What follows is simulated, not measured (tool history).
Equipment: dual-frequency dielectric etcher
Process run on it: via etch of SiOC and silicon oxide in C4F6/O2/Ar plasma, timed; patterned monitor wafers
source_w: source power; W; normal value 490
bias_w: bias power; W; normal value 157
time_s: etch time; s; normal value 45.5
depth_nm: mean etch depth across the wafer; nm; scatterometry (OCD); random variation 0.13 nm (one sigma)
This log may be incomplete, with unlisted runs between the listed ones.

run,hour,source_w,bias_w,time_s,"read-back reference wafer on the same gauge, depth_nm",depth_nm
1,0.0,490,157,45.5,40.6,49.6
2,16.8,490,157,39.0,40.6,42.3
3,44.1,490,187,45.5,40.6,53.9
4,73.5,490,157,45.5,40.6,49.5
5,102.5,490,157,45.5,40.6,49.2
6,123.3,550,138,53.0,40.6,56.8
# hour 157.5: source power generator calibrated
# hour 161.2: upper electrode replaced
7,161.7,490,157,45.5,40.6,50.5
8,176.2,410,177,50.0,40.6,53.8
9,201.6,490,157,45.5,40.6,50.1
10,228.4,490,157,45.5,40.6,50.1
# hour 230.8: gauge calibrated
11,256.8,490,182,45.5,40.6,53.9
12,269.8,490,157,49.0,40.6,54.4
# hour 284.3: bias power generator calibrated
13,284.8,490,133,50.0,40.6,50.7
14,319.6,490,157,33.5,40.6,37.1
15,336.4,380,157,45.5,40.6,44.8
# hour 377.1: wet clean of the chamber
16,377.6,490,157,45.5,40.6,50.1
17,386.7,490,157,38.0,40.6,42.0
18,402.6,420,195,53.5,40.6,61.1
19,426.3,540,135,39.5,40.6,42.1
# hour 437.3: source power generator calibrated, repeated, since the last time left the tool worse
20,460.6,490,157,45.5,40.6,48.7
21,481.7,490,169,38.0,40.6,42.2
22,497.9,450,183,53.5,40.6,59.6
23,520.7,550,139,41.5,40.6,44.1
24,549.1,490,123,45.5,40.6,43.0
25,582.3,430,177,33.5,40.6,35.9
26,604.6,490,157,45.5,40.6,48.7
27,634.9,490,157,45.5,40.6,48.9
28,651.7,580,157,45.5,40.6,52.5
29,676.8,430,190,56.0,40.6,62.1
30,703.5,490,172,40.0,40.6,44.9

What the log doesn't show, run by run:
etch rate over this chamber's usual, %: 0 across all the runs
bias power that arrives over what is set, %: 0 across all the runs
gauge reads high (%): 0 across all the runs
H1: source power that arrives over what is set, %
run,H1
1,2.76
2,2.83
3,2.94
4,3.06
5,3.18
6,3.27
7,6.4
8,6.4
9,6.4
10,6.4
11,6.41
12,6.41
13,6.42
14,6.43
15,6.44
16,6.46
17,6.47
18,6.48
19,6.5
20,-0.00455
21,-0.00256
22,-0.000193
23,0.00438
24,0.0121
25,0.024
26,0.0337
27,0.0491
28,0.0587
29,0.0746
30,0.0934

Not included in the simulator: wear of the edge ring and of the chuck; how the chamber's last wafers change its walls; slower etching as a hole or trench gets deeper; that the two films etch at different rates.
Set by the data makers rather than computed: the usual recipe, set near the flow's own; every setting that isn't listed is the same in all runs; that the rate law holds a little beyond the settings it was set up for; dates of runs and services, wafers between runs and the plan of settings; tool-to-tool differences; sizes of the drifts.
